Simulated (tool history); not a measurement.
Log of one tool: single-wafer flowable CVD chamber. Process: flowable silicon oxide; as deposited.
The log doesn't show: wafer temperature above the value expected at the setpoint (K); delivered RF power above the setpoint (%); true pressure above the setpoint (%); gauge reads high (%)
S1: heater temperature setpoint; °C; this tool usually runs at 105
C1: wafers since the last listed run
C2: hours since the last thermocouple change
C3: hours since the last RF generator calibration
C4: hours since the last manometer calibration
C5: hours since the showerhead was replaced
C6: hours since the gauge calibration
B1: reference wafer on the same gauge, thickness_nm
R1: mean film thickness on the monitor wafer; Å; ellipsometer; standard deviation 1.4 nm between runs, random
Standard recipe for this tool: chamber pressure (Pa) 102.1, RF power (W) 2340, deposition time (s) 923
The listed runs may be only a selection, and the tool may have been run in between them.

run 1 hour=0 | S1=105 chamber_pressure_(Pa)=121.3 RF_power_(W)=2340 deposition_time_(s)=923 | C1=0 C2=1979.2 C3=2008 C4=1577.8 C5=5832 C6=145.4 | B1=495.95 | R1=5484.15
run 2 hour=9.2 | S1=105 chamber_pressure_(Pa)=121.3 RF_power_(W)=2340 deposition_time_(s)=923 | C1=17 C2=1988.4 C3=2017.2 C4=1587 C5=5841.2 C6=154.6 | B1=495.992 | R1=5446.44
run 3 hour=15.3 | S1=105 chamber_pressure_(Pa)=102.1 RF_power_(W)=2340 deposition_time_(s)=923 | C1=11 C2=1994.5 C3=2023.3 C4=1593.1 C5=5847.3 C6=160.7 | B1=495.909 | R1=4602.43
run 4 hour=32.3 | S1=105 chamber_pressure_(Pa)=102.1 RF_power_(W)=2340 deposition_time_(s)=923 | C1=32 C2=2011.5 C3=2040.3 C4=1610.1 C5=5864.3 C6=177.7 | B1=496.031 | R1=4588.37
run 5 hour=47.7 | S1=105 chamber_pressure_(Pa)=102.1 RF_power_(W)=2340 deposition_time_(s)=923 | C1=29 C2=2026.9 C3=2055.7 C4=1625.5 C5=5879.7 C6=193.1 | B1=495.807 | R1=4607.45
run 6 hour=65.3 | S1=105 chamber_pressure_(Pa)=102.1 RF_power_(W)=2340 deposition_time_(s)=923 | C1=33 C2=2044.5 C3=2073.3 C4=1643.1 C5=5897.3 C6=210.7 | B1=495.78 | R1=4577.67
run 7 hour=77.6 | S1=116 chamber_pressure_(Pa)=102.1 RF_power_(W)=2340 deposition_time_(s)=923 | C1=23 C2=2056.8 C3=2085.6 C4=1655.4 C5=5909.6 C6=223 | B1=496.106 | R1=3349.06
run 8 hour=94.2 | S1=105 chamber_pressure_(Pa)=96.7 RF_power_(W)=2340 deposition_time_(s)=923 | C1=31 C2=2073.4 C3=2102.2 C4=1672 C5=5926.2 C6=239.6 | B1=496.027 | R1=4360.05
run 9 hour=101.3 | S1=105 chamber_pressure_(Pa)=96.7 RF_power_(W)=2340 deposition_time_(s)=923 | C1=13 C2=2080.5 C3=2109.3 C4=1679.1 C5=5933.3 C6=246.7 | B1=495.787 | R1=4358.59
-- hour=112.4 capacitance manometer re-zeroed and calibrated
-- hour=122.1 showerhead replaced
run 10 hour=122.6 | S1=105 chamber_pressure_(Pa)=96.7 RF_power_(W)=2340 deposition_time_(s)=923 | C1=10 C2=2101.8 C3=2130.6 C4=10.2 C5=0.5 C6=268 | B1=495.935 | R1=4719.48
run 11 hour=123.2 | S1=105 chamber_pressure_(Pa)=102.1 RF_power_(W)=2340 deposition_time_(s)=923 | C1=1 C2=2102.4 C3=2131.2 C4=10.8 C5=1.1 C6=268.6 | B1=496.185 | R1=4957.63
run 12 hour=131 | S1=105 chamber_pressure_(Pa)=102.1 RF_power_(W)=2340 deposition_time_(s)=923 | C1=14 C2=2110.2 C3=2139 C4=18.6 C5=8.9 C6=276.4 | B1=495.996 | R1=4956.32
-- hour=147.7 RF generator calibrated
run 13 hour=148.2 | S1=105 chamber_pressure_(Pa)=102.1 RF_power_(W)=2340 deposition_time_(s)=923 | C1=17 C2=2127.4 C3=0.5 C4=35.8 C5=26.1 C6=293.6 | B1=495.974 | R1=4953.84
run 14 hour=163.6 | S1=105 chamber_pressure_(Pa)=102.1 RF_power_(W)=2340 deposition_time_(s)=923 | C1=29 C2=2142.8 C3=15.9 C4=51.2 C5=41.5 C6=309 | B1=496.071 | R1=4952.65
run 15 hour=172.9 | S1=105 chamber_pressure_(Pa)=102.1 RF_power_(W)=2340 deposition_time_(s)=923 | C1=17 C2=2152.1 C3=25.2 C4=60.5 C5=50.8 C6=318.3 | B1=496.275 | R1=4967.36
run 16 hour=181 | S1=105 chamber_pressure_(Pa)=81.3 RF_power_(W)=2340 deposition_time_(s)=923 | C1=15 C2=2160.2 C3=33.3 C4=68.6 C5=58.9 C6=326.4 | B1=495.835 | R1=3958
run 17 hour=190.1 | S1=105 chamber_pressure_(Pa)=102.1 RF_power_(W)=2340 deposition_time_(s)=923 | C1=17 C2=2169.3 C3=42.4 C4=77.7 C5=68 C6=335.5 | B1=496.036 | R1=4984.61
-- hour=193.6 gauge calibrated
run 18 hour=201.6 | S1=105 chamber_pressure_(Pa)=102.1 RF_power_(W)=2340 deposition_time_(s)=860 | C1=21 C2=2180.8 C3=53.9 C4=89.2 C5=79.5 C6=8 | B1=496.124 | R1=4638.16
run 19 hour=210.4 | S1=92 chamber_pressure_(Pa)=102.1 RF_power_(W)=2340 deposition_time_(s)=923 | C1=16 C2=2189.6 C3=62.7 C4=98 C5=88.3 C6=16.8 | B1=496.046 | R1=7323.64
-- hour=222.9 thermocouple changed; heater temperature recalibrated
run 20 hour=223.4 | S1=105 chamber_pressure_(Pa)=90.7 RF_power_(W)=2485 deposition_time_(s)=923 | C1=9 C2=0.5 C3=75.7 C4=111 C5=101.3 C6=29.8 | B1=495.851 | R1=4016.85
run 21 hour=230.7 | S1=91 chamber_pressure_(Pa)=102.1 RF_power_(W)=1925 deposition_time_(s)=923 | C1=13 C2=7.8 C3=83 C4=118.3 C5=108.6 C6=37.1 | B1=495.925 | R1=6456.66
run 22 hour=240 | S1=105 chamber_pressure_(Pa)=119.6 RF_power_(W)=2340 deposition_time_(s)=1005 | C1=17 C2=17.1 C3=92.3 C4=127.6 C5=117.9 C6=46.4 | B1=496.07 | R1=5725.2
run 23 hour=253.2 | S1=92 chamber_pressure_(Pa)=118.5 RF_power_(W)=2010 deposition_time_(s)=863 | C1=25 C2=30.3 C3=105.5 C4=140.8 C5=131.1 C6=59.6 | B1=495.74 | R1=6881.35
run 24 hour=264.6 | S1=105 chamber_pressure_(Pa)=102.1 RF_power_(W)=2720 deposition_time_(s)=763 | C1=21 C2=41.7 C3=116.9 C4=152.2 C5=142.5 C6=71 | B1=495.943 | R1=3784.82
run 25 hour=270.7 | S1=105 chamber_pressure_(Pa)=102.1 RF_power_(W)=2340 deposition_time_(s)=923 | C1=11 C2=47.8 C3=123 C4=158.3 C5=148.6 C6=77.1 | B1=496.04 | R1=4447.74
run 26 hour=276.8 | S1=105 chamber_pressure_(Pa)=124.9 RF_power_(W)=2500 deposition_time_(s)=1035 | C1=11 C2=53.9 C3=129.1 C4=164.4 C5=154.7 C6=83.2 | B1=496.27 | R1=6197.69
run 27 hour=287.8 | S1=105 chamber_pressure_(Pa)=102.1 RF_power_(W)=2090 deposition_time_(s)=923 | C1=20 C2=64.9 C3=140.1 C4=175.4 C5=165.7 C6=94.2 | B1=496.04 | R1=4367.47
run 28 hour=298.2 | S1=105 chamber_pressure_(Pa)=102.1 RF_power_(W)=2755 deposition_time_(s)=923 | C1=19 C2=75.3 C3=150.5 C4=185.8 C5=176.1 C6=104.6 | B1=496.078 | R1=4564.06
run 29 hour=313.1 | S1=105 chamber_pressure_(Pa)=102.1 RF_power_(W)=2340 deposition_time_(s)=923 | C1=28 C2=90.2 C3=165.4 C4=200.7 C5=191 C6=119.5 | B1=496.203 | R1=4465.18

What if the next run were any one of these 3? Each begins from the tool's condition after run 29:
run A hour=313.8 | S1=105 chamber_pressure_(Pa)=102.1 RF_power_(W)=2175 deposition_time_(s)=923 | C1=1 C2=90.9 C3=166.1 C4=201.4 C5=191.7 C6=120.2 | B1=? | R1=?
run B hour=313.8 | S1=117 chamber_pressure_(Pa)=118.8 RF_power_(W)=2040 deposition_time_(s)=772 | C1=1 C2=90.9 C3=166.1 C4=201.4 C5=191.7 C6=120.2 | B1=? | R1=?
run C hour=313.8 | S1=114 chamber_pressure_(Pa)=124.3 RF_power_(W)=2340 deposition_time_(s)=834 | C1=1 C2=90.9 C3=166.1 C4=201.4 C5=191.7 C6=120.2 | B1=? | R1=?

run=A B1=495.99 R1=4399.92
run=B B1=495.99 R1=3009.94
run=C B1=495.99 R1=3793.66
With no hidden state in the tool, these same runs would have given:
run=A R1=4417.64
run=B R1=3022.69
run=C R1=3807.5
